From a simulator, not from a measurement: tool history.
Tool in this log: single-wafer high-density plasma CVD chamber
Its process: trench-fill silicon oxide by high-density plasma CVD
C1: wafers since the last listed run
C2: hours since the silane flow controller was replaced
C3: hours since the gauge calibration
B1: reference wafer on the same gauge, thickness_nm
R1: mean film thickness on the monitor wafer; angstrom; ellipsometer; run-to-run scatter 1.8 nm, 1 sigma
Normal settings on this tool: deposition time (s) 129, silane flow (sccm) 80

{"run": 1, "hour": 0.0, "deposition time (s)": 129, "silane flow (sccm)": 80, "C1": 0, "C2": 3555.3, "C3": 279.2, "B1": 932.795, "R1": 8732.72}
{"run": 2, "hour": 27.8, "deposition time (s)": 129, "silane flow (sccm)": 76, "C1": 317, "C2": 3583.1, "C3": 307.0, "B1": 933.214, "R1": 8271.29}
{"run": 3, "hour": 46.4, "deposition time (s)": 129, "silane flow (sccm)": 76, "C1": 212, "C2": 3601.7, "C3": 325.6, "B1": 933.077, "R1": 8292.27}
{"run": 4, "hour": 74.3, "deposition time (s)": 129, "silane flow (sccm)": 85, "C1": 318, "C2": 3629.6, "C3": 353.5, "B1": 933.036, "R1": 9276.0}
{"run": 5, "hour": 87.6, "deposition time (s)": 129, "silane flow (sccm)": 85, "C1": 151, "C2": 3642.9, "C3": 366.8, "B1": 933.13, "R1": 9276.32}
{"run": 6, "hour": 112.5, "deposition time (s)": 129, "silane flow (sccm)": 85, "C1": 284, "C2": 3667.8, "C3": 391.7, "B1": 932.89, "R1": 9244.78}
{"run": 7, "hour": 131.8, "deposition time (s)": 141, "silane flow (sccm)": 80, "C1": 220, "C2": 3687.1, "C3": 411.0, "B1": 933.359, "R1": 9512.18}
{"run": 8, "hour": 146.3, "deposition time (s)": 141, "silane flow (sccm)": 80, "C1": 165, "C2": 3701.6, "C3": 425.5, "B1": 932.553, "R1": 9499.64}
{"run": 9, "hour": 163.3, "deposition time (s)": 141, "silane flow (sccm)": 80, "C1": 194, "C2": 3718.6, "C3": 442.5, "B1": 932.608, "R1": 9496.47}
{"run": 10, "hour": 190.2, "deposition time (s)": 112, "silane flow (sccm)": 80, "C1": 307, "C2": 3745.5, "C3": 469.4, "B1": 932.824, "R1": 7563.89}
{"hour": 196.6, "done": "gauge calibrated"}
{"run": 11, "hour": 210.7, "deposition time (s)": 112, "silane flow (sccm)": 80, "C1": 234, "C2": 3766.0, "C3": 14.1, "B1": 932.818, "R1": 7540.33}
{"run": 12, "hour": 238.2, "deposition time (s)": 112, "silane flow (sccm)": 80, "C1": 314, "C2": 3793.5, "C3": 41.6, "B1": 933.125, "R1": 7552.65}
{"run": 13, "hour": 262.4, "deposition time (s)": 129, "silane flow (sccm)": 80, "C1": 276, "C2": 3817.7, "C3": 65.8, "B1": 932.688, "R1": 8658.76}
{"run": 14, "hour": 280.6, "deposition time (s)": 112, "silane flow (sccm)": 68, "C1": 207, "C2": 3835.9, "C3": 84.0, "B1": 932.519, "R1": 6441.82}
{"run": 15, "hour": 303.8, "deposition time (s)": 150, "silane flow (sccm)": 85, "C1": 265, "C2": 3859.1, "C3": 107.2, "B1": 933.102, "R1": 10715.85}
{"run": 16, "hour": 342.5, "deposition time (s)": 129, "silane flow (sccm)": 80, "C1": 442, "C2": 3897.8, "C3": 145.9, "B1": 933.049, "R1": 8687.73}
{"hour": 373.5, "done": "silane flow controller replaced"}
{"run": 17, "hour": 374.0, "deposition time (s)": 146, "silane flow (sccm)": 80, "C1": 268, "C2": 0.5, "C3": 177.4, "B1": 933.21, "R1": 10259.62}
{"run": 18, "hour": 439.7, "deposition time (s)": 105, "silane flow (sccm)": 93, "C1": 750, "C2": 66.2, "C3": 243.1, "B1": 932.996, "R1": 8530.9}
{"run": 19, "hour": 457.9, "deposition time (s)": 129, "silane flow (sccm)": 80, "C1": 207, "C2": 84.4, "C3": 261.3, "B1": 933.08, "R1": 9052.98}
{"run": 20, "hour": 484.9, "deposition time (s)": 129, "silane flow (sccm)": 80, "C1": 308, "C2": 111.4, "C3": 288.3, "B1": 933.389, "R1": 9072.84}
{"run": 21, "hour": 515.4, "deposition time (s)": 129, "silane flow (sccm)": 66, "C1": 348, "C2": 141.9, "C3": 318.8, "B1": 932.736, "R1": 7454.01}
{"run": 22, "hour": 545.9, "deposition time (s)": 145, "silane flow (sccm)": 80, "C1": 348, "C2": 172.4, "C3": 349.3, "B1": 933.024, "R1": 10158.15}
{"run": 23, "hour": 571.2, "deposition time (s)": 113, "silane flow (sccm)": 95, "C1": 289, "C2": 197.7, "C3": 374.6, "B1": 933.204, "R1": 9403.86}
{"run": 24, "hour": 603.6, "deposition time (s)": 129, "silane flow (sccm)": 80, "C1": 370, "C2": 230.1, "C3": 407.0, "B1": 933.042, "R1": 9022.79}
{"run": 25, "hour": 626.9, "deposition time (s)": 144, "silane flow (sccm)": 93, "C1": 266, "C2": 253.4, "C3": 430.3, "B1": 933.192, "R1": 11745.31}
{"run": 26, "hour": 651.5, "deposition time (s)": 129, "silane flow (sccm)": 85, "C1": 281, "C2": 278.0, "C3": 454.9, "B1": 932.822, "R1": 9602.63}

Here are 5 independent what-if runs from the current tool condition. What would each one return?
{"run": "A", "hour": 651.9, "deposition time (s)": 129, "silane flow (sccm)": 93, "C1": 4, "C2": 278.4, "C3": 455.3, "B1": "?", "R1": "?"}
{"run": "B", "hour": 651.9, "deposition time (s)": 150, "silane flow (sccm)": 80, "C1": 4, "C2": 278.4, "C3": 455.3, "B1": "?", "R1": "?"}
{"run": "C", "hour": 651.9, "deposition time (s)": 118, "silane flow (sccm)": 80, "C1": 4, "C2": 278.4, "C3": 455.3, "B1": "?", "R1": "?"}
{"run": "D", "hour": 651.9, "deposition time (s)": 147, "silane flow (sccm)": 85, "C1": 4, "C2": 278.4, "C3": 455.3, "B1": "?", "R1": "?"}
{"run": "E", "hour": 651.9, "deposition time (s)": 146, "silane flow (sccm)": 86, "C1": 4, "C2": 278.4, "C3": 455.3, "B1": "?", "R1": "?"}

run=A B1=932.915 R1=10505.53
run=B B1=932.915 R1=10508.16
run=C B1=932.915 R1=8266.42
run=D B1=932.915 R1=10941.62
run=E B1=932.915 R1=10995.04
What these runs would have given with no unlogged condition in the tool:
run=A R1=10644.62
run=B R1=10647.28
run=C R1=8375.86
run=D R1=11086.48
run=E R1=11140.60
